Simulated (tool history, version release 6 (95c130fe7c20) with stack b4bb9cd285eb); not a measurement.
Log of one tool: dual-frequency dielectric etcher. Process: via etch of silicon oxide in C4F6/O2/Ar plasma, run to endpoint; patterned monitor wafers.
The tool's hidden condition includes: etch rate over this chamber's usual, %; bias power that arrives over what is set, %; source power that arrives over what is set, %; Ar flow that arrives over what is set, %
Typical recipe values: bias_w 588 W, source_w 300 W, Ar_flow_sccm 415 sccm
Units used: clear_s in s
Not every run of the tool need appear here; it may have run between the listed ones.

| run | hour | bias_w | source_w | Ar_flow_sccm | wafers since the last listed run | hours since the last wet clean | hours since the last bias power generator calibration | hours since the last source power generator calibration | hours since the last Ar flow controller change | hours since the last upper electrode change | incoming incoming film thickness, nm | clear_s |
|---|---|---|---|---|---|---|---|---|---|---|---|---|
| 1 | 0 | 634 | 300 | 415 | 0 | 120.5 | 1076.3 | 1769.7 | 4963 | 1704.6 | 78.5 | 18.5 |
| 2 | 102.4 | 634 | 300 | 415 | 1304 | 222.9 | 1178.7 | 1872.1 | 5065.4 | 1807 | 78.9 | 18.3 |
| 3 | 138.6 | 634 | 300 | 415 | 461 | 259.1 | 1214.9 | 1908.3 | 5101.6 | 1843.2 | 78.2 | 18.3 |
| 4 | 178.5 | 588 | 280 | 415 | 508 | 299 | 1254.8 | 1948.2 | 5141.5 | 1883.1 | 78 | 19.4 |
| 5 | 327.1 | 588 | 280 | 415 | 1893 | 447.6 | 1403.4 | 2096.8 | 5290.1 | 2031.7 | 78.8 | 19.4 |
| 6 | 364.1 | 588 | 280 | 415 | 471 | 484.6 | 1440.4 | 2133.8 | 5327.1 | 2068.7 | 79.3 | 19.7 |
| 7 | 403.9 | 588 | 300 | 415 | 507 | 524.4 | 1480.2 | 2173.6 | 5366.9 | 2108.5 | 77.9 | 19 |
|  | 470.6 | wet clean of the chamber |
| 8 | 471.1 | 588 | 300 | 415 | 550 | 0.5 | 1547.4 | 2240.8 | 5434.1 | 2175.7 | 78.8 | 19.2 |
| 9 | 488.7 | 588 | 300 | 415 | 224 | 18.1 | 1565 | 2258.4 | 5451.7 | 2193.3 | 77.3 | 18.8 |
| 10 | 537.4 | 588 | 300 | 415 | 620 | 66.8 | 1613.7 | 2307.1 | 5500.4 | 2242 | 77.3 | 18.9 |
|  | 580.8 | source power generator calibrated |
| 11 | 582.3 | 588 | 380 | 449 | 521 | 111.7 | 1658.6 | 1.5 | 5545.3 | 2286.9 | 78.6 | 18.1 |
|  | 625.8 | upper electrode replaced, of another model than before |
| 12 | 647.4 | 588 | 300 | 415 | 523 | 176.8 | 1723.7 | 66.6 | 5610.4 | 21.6 | 77.7 | 19.1 |
| 13 | 719.1 | 539 | 300 | 460 | 913 | 248.5 | 1795.4 | 138.3 | 5682.1 | 93.3 | 78.2 | 20 |
| 14 | 779 | 588 | 300 | 415 | 763 | 308.4 | 1855.3 | 198.2 | 5742 | 153.2 | 78.4 | 19.2 |
|  | 787.7 | bias power generator calibrated |
| 15 | 838.9 | 588 | 280 | 415 | 712 | 368.3 | 51.2 | 258.1 | 5801.9 | 213.1 | 78.8 | 19.9 |
| 16 | 876.6 | 588 | 380 | 449 | 480 | 406 | 88.9 | 295.8 | 5839.6 | 250.8 | 78.4 | 18.9 |
|  | 893.1 | Ar flow controller replaced |
| 17 | 906.5 | 588 | 300 | 378 | 304 | 435.9 | 118.8 | 325.7 | 13.4 | 280.7 | 78.1 | 19.3 |
| 18 | 969 | 588 | 330 | 415 | 796 | 498.4 | 181.3 | 388.2 | 75.9 | 343.2 | 78.7 | 19.3 |
|  | 1043.8 | wet clean of the chamber |
| 19 | 1147.7 | 588 | 250 | 415 | 1970 | 103.9 | 360 | 566.9 | 254.6 | 521.9 | 78.4 | 20 |
| 20 | 1217.1 | 542 | 300 | 415 | 884 | 173.3 | 429.4 | 636.3 | 324 | 591.3 | 78.1 | 20.1 |
| 21 | 1268.1 | 535 | 360 | 415 | 649 | 224.3 | 480.4 | 687.3 | 375 | 642.3 | 78 | 19.4 |

Below are 4 alternative next runs, each starting from the tool's condition after run 21. Predict each:
| A | 1268.5 | 588 | 300 | 388 | 5 | 224.7 | 480.8 | 687.7 | 375.4 | 642.7 | 78.5 | ? |
| B | 1268.5 | 588 | 300 | 480 | 5 | 224.7 | 480.8 | 687.7 | 375.4 | 642.7 | 78.5 | ? |
| C | 1268.5 | 654 | 380 | 415 | 5 | 224.7 | 480.8 | 687.7 | 375.4 | 642.7 | 78.5 | ? |
| D | 1268.5 | 538 | 340 | 415 | 5 | 224.7 | 480.8 | 687.7 | 375.4 | 642.7 | 78.5 | ? |

| run | clear_s |
|---|---|
| A | 19.5 |
| B | 19.8 |
| C | 18 |
| D | 19.9 |
What these runs would have given with no unlogged condition in the tool:
| run | clear_s |
|---|---|
| A | 19.7 |
| B | 20 |
| C | 18.2 |
| D | 20.1 |
